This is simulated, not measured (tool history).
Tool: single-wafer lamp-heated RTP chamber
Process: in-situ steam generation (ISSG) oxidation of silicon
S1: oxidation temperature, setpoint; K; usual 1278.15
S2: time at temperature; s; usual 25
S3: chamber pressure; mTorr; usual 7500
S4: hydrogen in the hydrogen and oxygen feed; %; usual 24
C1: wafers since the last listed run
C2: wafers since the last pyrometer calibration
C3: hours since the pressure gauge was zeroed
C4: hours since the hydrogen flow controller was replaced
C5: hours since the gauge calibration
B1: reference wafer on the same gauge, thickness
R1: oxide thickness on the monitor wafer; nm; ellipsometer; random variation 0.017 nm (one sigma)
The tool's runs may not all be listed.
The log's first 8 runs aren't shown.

run 9 hour=198.2 | S1=1278.15 S2=25 S3=7500 S4=24 | C1=341 C2=946 C3=2010.1 C4=3821.3 C5=496.4 | B1=5.416 | R1=5.721
run 10 hour=214.2 | S1=1278.15 S2=25 S3=7500 S4=24 | C1=187 C2=1133 C3=2026.1 C4=3837.3 C5=512.4 | B1=5.423 | R1=5.75
run 11 hour=243 | S1=1278.15 S2=25 S3=7500 S4=24 | C1=336 C2=1470 C3=2054.9 C4=3866.1 C5=541.2 | B1=5.429 | R1=5.737
-- hour=260.8 gauge calibrated
run 12 hour=276.4 | S1=1278.15 S2=25 S3=7500 S4=24 | C1=390 C2=1861 C3=2088.3 C4=3899.5 C5=15.6 | B1=5.33 | R1=5.615
-- hour=306.1 pyrometer window cleaned and pyrometer calibrated
run 13 hour=306.6 | S1=1278.15 S2=25 S3=7500 S4=30 | C1=259 C2=5 C3=2118.5 C4=3929.7 C5=45.8 | B1=5.342 | R1=5.982
run 14 hour=319.1 | S1=1284.15 S2=21 S3=7500 S4=24 | C1=146 C2=151 C3=2131 C4=3942.2 C5=58.3 | B1=5.344 | R1=5.313
-- hour=378 pressure gauge zeroed
run 15 hour=412.4 | S1=1294.15 S2=33 S3=6900 S4=24 | C1=997 C2=1149 C3=34.4 C4=4035.5 C5=151.6 | B1=5.379 | R1=7.029
run 16 hour=441.7 | S1=1278.15 S2=19 S3=7500 S4=24 | C1=342 C2=1492 C3=63.7 C4=4064.8 C5=180.9 | B1=5.385 | R1=5.023
run 17 hour=466.5 | S1=1261.15 S2=18 S3=7900 S4=24 | C1=290 C2=1782 C3=88.5 C4=4089.6 C5=205.7 | B1=5.394 | R1=4.581
run 18 hour=487.9 | S1=1266.15 S2=34 S3=7500 S4=20 | C1=250 C2=2032 C3=109.9 C4=4111 C5=227.1 | B1=5.401 | R1=6.044
-- hour=496.5 pyrometer window cleaned and pyrometer calibrated
run 19 hour=508.5 | S1=1278.15 S2=25 S3=6900 S4=24 | C1=147 C2=140 C3=130.5 C4=4131.6 C5=247.7 | B1=5.403 | R1=5.686
-- hour=527.4 hydrogen flow controller replaced
run 20 hour=537.5 | S1=1278.15 S2=25 S3=7500 S4=24 | C1=245 C2=385 C3=159.5 C4=10.1 C5=276.7 | B1=5.407 | R1=5.681
run 21 hour=569.6 | S1=1261.15 S2=18 S3=7900 S4=24 | C1=375 C2=761 C3=191.6 C4=42.2 C5=308.8 | B1=5.411 | R1=4.592
run 22 hour=589.9 | S1=1270.15 S2=18 S3=6900 S4=18 | C1=237 C2=998 C3=211.9 C4=62.5 C5=329.1 | B1=5.414 | R1=4.417
run 23 hour=609.6 | S1=1268.15 S2=32 S3=8800 S4=24 | C1=230 C2=1229 C3=231.6 C4=82.2 C5=348.8 | B1=5.414 | R1=6.095
run 24 hour=634.6 | S1=1273.15 S2=34 S3=7500 S4=31 | C1=292 C2=1521 C3=256.6 C4=107.2 C5=373.8 | B1=5.421 | R1=6.912
run 25 hour=658.9 | S1=1278.15 S2=25 S3=7500 S4=24 | C1=284 C2=1805 C3=280.9 C4=131.5 C5=398.1 | B1=5.425 | R1=5.727
-- hour=670.6 pyrometer window cleaned and pyrometer calibrated
run 26 hour=683.9 | S1=1261.15 S2=18 S3=7900 S4=24 | C1=198 C2=155 C3=305.9 C4=156.5 C5=423.1 | B1=5.417 | R1=4.591
run 27 hour=718.1 | S1=1296.15 S2=25 S3=7500 S4=24 | C1=400 C2=555 C3=340.1 C4=190.7 C5=457.3 | B1=5.416 | R1=6.25
run 28 hour=742 | S1=1278.15 S2=21 S3=6900 S4=18 | C1=279 C2=835 C3=364 C4=214.6 C5=481.2 | B1=5.425 | R1=4.883
-- hour=751.1 gauge calibrated
run 29 hour=770.6 | S1=1267.15 S2=34 S3=8300 S4=28 | C1=334 C2=1170 C3=392.6 C4=243.2 C5=19.5 | B1=5.329 | R1=6.435
run 30 hour=800.4 | S1=1278.15 S2=29 S3=7500 S4=24 | C1=348 C2=1518 C3=422.4 C4=273 C5=49.3 | B1=5.337 | R1=6.097

5 ways to go on from here, each from the tool as it stands after run 30. What would each give?
run A hour=800.8 | S1=1278.15 S2=25 S3=7500 S4=24 | C1=4 C2=1523 C3=422.8 C4=273.4 C5=49.7 | B1=? | R1=?
run B hour=800.8 | S1=1278.15 S2=25 S3=7500 S4=16 | C1=4 C2=1523 C3=422.8 C4=273.4 C5=49.7 | B1=? | R1=?
run C hour=800.8 | S1=1278.15 S2=25 S3=8200 S4=30 | C1=4 C2=1523 C3=422.8 C4=273.4 C5=49.7 | B1=? | R1=?
run D hour=800.8 | S1=1278.15 S2=25 S3=7500 S4=21 | C1=4 C2=1523 C3=422.8 C4=273.4 C5=49.7 | B1=? | R1=?
run E hour=800.8 | S1=1264.15 S2=25 S3=7500 S4=24 | C1=4 C2=1523 C3=422.8 C4=273.4 C5=49.7 | B1=? | R1=?

run=A B1=5.335 R1=5.654
run=B B1=5.335 R1=5.15
run=C B1=5.335 R1=5.962
run=D B1=5.335 R1=5.476
run=E B1=5.335 R1=5.325
Without the tool's hidden state the same runs would have given:
run=A R1=5.624
run=B R1=5.122
run=C R1=5.931
run=D R1=5.447
run=E R1=5.297

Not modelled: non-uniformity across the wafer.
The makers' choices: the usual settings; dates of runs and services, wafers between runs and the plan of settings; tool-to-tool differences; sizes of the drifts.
